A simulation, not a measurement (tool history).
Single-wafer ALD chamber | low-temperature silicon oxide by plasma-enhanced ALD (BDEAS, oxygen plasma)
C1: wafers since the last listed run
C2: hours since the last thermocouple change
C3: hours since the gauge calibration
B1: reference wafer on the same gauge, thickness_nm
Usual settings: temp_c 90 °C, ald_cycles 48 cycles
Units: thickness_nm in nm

run 1 hour=0 | temp_c=85 ald_cycles=48 | C1=0 C2=66.6 C3=1423.1 | B1=8.432 | thickness_nm=7.372
run 2 hour=51.6 | temp_c=85 ald_cycles=48 | C1=336 C2=118.2 C3=1474.7 | B1=8.433 | thickness_nm=7.316
run 3 hour=92.2 | temp_c=85 ald_cycles=48 | C1=264 C2=158.8 C3=1515.3 | B1=8.43 | thickness_nm=7.346
run 4 hour=139.3 | temp_c=94 ald_cycles=48 | C1=307 C2=205.9 C3=1562.4 | B1=8.423 | thickness_nm=7.167
run 5 hour=198.6 | temp_c=90 ald_cycles=50 | C1=386 C2=265.2 C3=1621.7 | B1=8.427 | thickness_nm=7.565
run 6 hour=401.8 | temp_c=90 ald_cycles=50 | C1=1324 C2=468.4 C3=1824.9 | B1=8.426 | thickness_nm=7.564
-- hour=417.5 gauge calibrated
run 7 hour=496.4 | temp_c=90 ald_cycles=50 | C1=616 C2=563 C3=78.9 | B1=8.434 | thickness_nm=7.51
run 8 hour=577.3 | temp_c=90 ald_cycles=52 | C1=527 C2=643.9 C3=159.8 | B1=8.426 | thickness_nm=7.845
run 9 hour=651.6 | temp_c=90 ald_cycles=52 | C1=484 C2=718.2 C3=234.1 | B1=8.429 | thickness_nm=7.809
run 10 hour=749.9 | temp_c=90 ald_cycles=48 | C1=640 C2=816.5 C3=332.4 | B1=8.426 | thickness_nm=7.269
run 11 hour=857.8 | temp_c=90 ald_cycles=48 | C1=703 C2=924.4 C3=440.3 | B1=8.432 | thickness_nm=7.249
run 12 hour=909.9 | temp_c=98 ald_cycles=42 | C1=339 C2=976.5 C3=492.4 | B1=8.434 | thickness_nm=6.227
run 13 hour=1010.9 | temp_c=95 ald_cycles=48 | C1=658 C2=1077.5 C3=593.4 | B1=8.429 | thickness_nm=7.155
run 14 hour=1065.2 | temp_c=90 ald_cycles=48 | C1=353 C2=1131.8 C3=647.7 | B1=8.432 | thickness_nm=7.311
run 15 hour=1172.2 | temp_c=90 ald_cycles=48 | C1=697 C2=1238.8 C3=754.7 | B1=8.425 | thickness_nm=7.315
run 16 hour=1274.3 | temp_c=90 ald_cycles=48 | C1=665 C2=1340.9 C3=856.8 | B1=8.437 | thickness_nm=7.308
run 17 hour=1316 | temp_c=90 ald_cycles=48 | C1=271 C2=1382.6 C3=898.5 | B1=8.429 | thickness_nm=7.243
run 18 hour=1371 | temp_c=90 ald_cycles=48 | C1=358 C2=1437.6 C3=953.5 | B1=8.437 | thickness_nm=7.319
run 19 hour=1417.5 | temp_c=90 ald_cycles=48 | C1=303 C2=1484.1 C3=1000 | B1=8.431 | thickness_nm=7.306
run 20 hour=1469 | temp_c=90 ald_cycles=48 | C1=335 C2=1535.6 C3=1051.5 | B1=8.438 | thickness_nm=7.331
run 21 hour=1527.7 | temp_c=90 ald_cycles=48 | C1=382 C2=1594.3 C3=1110.2 | B1=8.425 | thickness_nm=7.272
run 22 hour=1594 | temp_c=90 ald_cycles=48 | C1=432 C2=1660.6 C3=1176.5 | B1=8.436 | thickness_nm=7.289
run 23 hour=1673.8 | temp_c=86 ald_cycles=52 | C1=520 C2=1740.4 C3=1256.3 | B1=8.437 | thickness_nm=8.005
run 24 hour=1759.8 | temp_c=77 ald_cycles=48 | C1=560 C2=1826.4 C3=1342.3 | B1=8.431 | thickness_nm=7.595
run 25 hour=1827.1 | temp_c=104 ald_cycles=51 | C1=438 C2=1893.7 C3=1409.6 | B1=8.43 | thickness_nm=7.455
run 26 hour=1903.9 | temp_c=81 ald_cycles=55 | C1=500 C2=1970.5 C3=1486.4 | B1=8.426 | thickness_nm=8.623
run 27 hour=1963.3 | temp_c=96 ald_cycles=52 | C1=387 C2=2029.9 C3=1545.8 | B1=8.429 | thickness_nm=7.803
-- hour=1986.8 gauge calibrated
run 28 hour=2032.3 | temp_c=75 ald_cycles=42 | C1=449 C2=2098.9 C3=45.5 | B1=8.426 | thickness_nm=6.689
run 29 hour=2097.6 | temp_c=81 ald_cycles=48 | C1=425 C2=2164.2 C3=110.8 | B1=8.439 | thickness_nm=7.548
run 30 hour=2146.5 | temp_c=90 ald_cycles=48 | C1=318 C2=2213.1 C3=159.7 | B1=8.434 | thickness_nm=7.368
-- hour=2193.1 thermocouple changed; heater temperature recalibrated
run 31 hour=2243.2 | temp_c=86 ald_cycles=40 | C1=578 C2=50.1 C3=256.4 | B1=8.428 | thickness_nm=6.107
run 32 hour=2288.9 | temp_c=90 ald_cycles=48 | C1=297 C2=95.8 C3=302.1 | B1=8.431 | thickness_nm=7.269
run 33 hour=2358 | temp_c=95 ald_cycles=52 | C1=450 C2=164.9 C3=371.2 | B1=8.425 | thickness_nm=7.75
run 34 hour=2434.7 | temp_c=90 ald_cycles=48 | C1=499 C2=241.6 C3=447.9 | B1=8.434 | thickness_nm=7.226
run 35 hour=2479.9 | temp_c=103 ald_cycles=45 | C1=294 C2=286.8 C3=493.1 | B1=8.431 | thickness_nm=6.559
run 36 hour=2552.5 | temp_c=101 ald_cycles=41 | C1=473 C2=359.4 C3=565.7 | B1=8.434 | thickness_nm=5.989
run 37 hour=2653.7 | temp_c=102 ald_cycles=44 | C1=659 C2=460.6 C3=666.9 | B1=8.43 | thickness_nm=6.397
run 38 hour=2725.8 | temp_c=78 ald_cycles=45 | C1=469 C2=532.7 C3=739 | B1=8.434 | thickness_nm=7.054
run 39 hour=2776.4 | temp_c=96 ald_cycles=54 | C1=329 C2=583.3 C3=789.6 | B1=8.434 | thickness_nm=8.064
run 40 hour=2821.4 | temp_c=90 ald_cycles=48 | C1=293 C2=628.3 C3=834.6 | B1=8.43 | thickness_nm=7.319
run 41 hour=2879.4 | temp_c=103 ald_cycles=44 | C1=378 C2=686.3 C3=892.6 | B1=8.432 | thickness_nm=6.405
run 42 hour=2942.4 | temp_c=102 ald_cycles=55 | C1=410 C2=749.3 C3=955.6 | B1=8.428 | thickness_nm=8.073
run 43 hour=2979.5 | temp_c=103 ald_cycles=48 | C1=241 C2=786.4 C3=992.7 | B1=8.433 | thickness_nm=6.952
run 44 hour=3043.7 | temp_c=103 ald_cycles=40 | C1=418 C2=850.6 C3=1056.9 | B1=8.433 | thickness_nm=5.808

4 ways to go on from here, each from the tool as it stands after run 44. What would each give?
run A hour=3044.2 | temp_c=90 ald_cycles=48 | C1=3 C2=851.1 C3=1057.4 | B1=? | thickness_nm=?
run B hour=3044.2 | temp_c=90 ald_cycles=44 | C1=3 C2=851.1 C3=1057.4 | B1=? | thickness_nm=?
run C hour=3044.2 | temp_c=81 ald_cycles=39 | C1=3 C2=851.1 C3=1057.4 | B1=? | thickness_nm=?
run D hour=3044.2 | temp_c=78 ald_cycles=41 | C1=3 C2=851.1 C3=1057.4 | B1=? | thickness_nm=?

run=A B1=8.422 thickness_nm=7.305
run=B B1=8.422 thickness_nm=6.696
run=C B1=8.422 thickness_nm=6.098
run=D B1=8.422 thickness_nm=6.467
Without the tool's hidden state the same runs would have given:
run=A thickness_nm=7.244
run=B thickness_nm=6.64
run=C thickness_nm=6.048
run=D thickness_nm=6.415
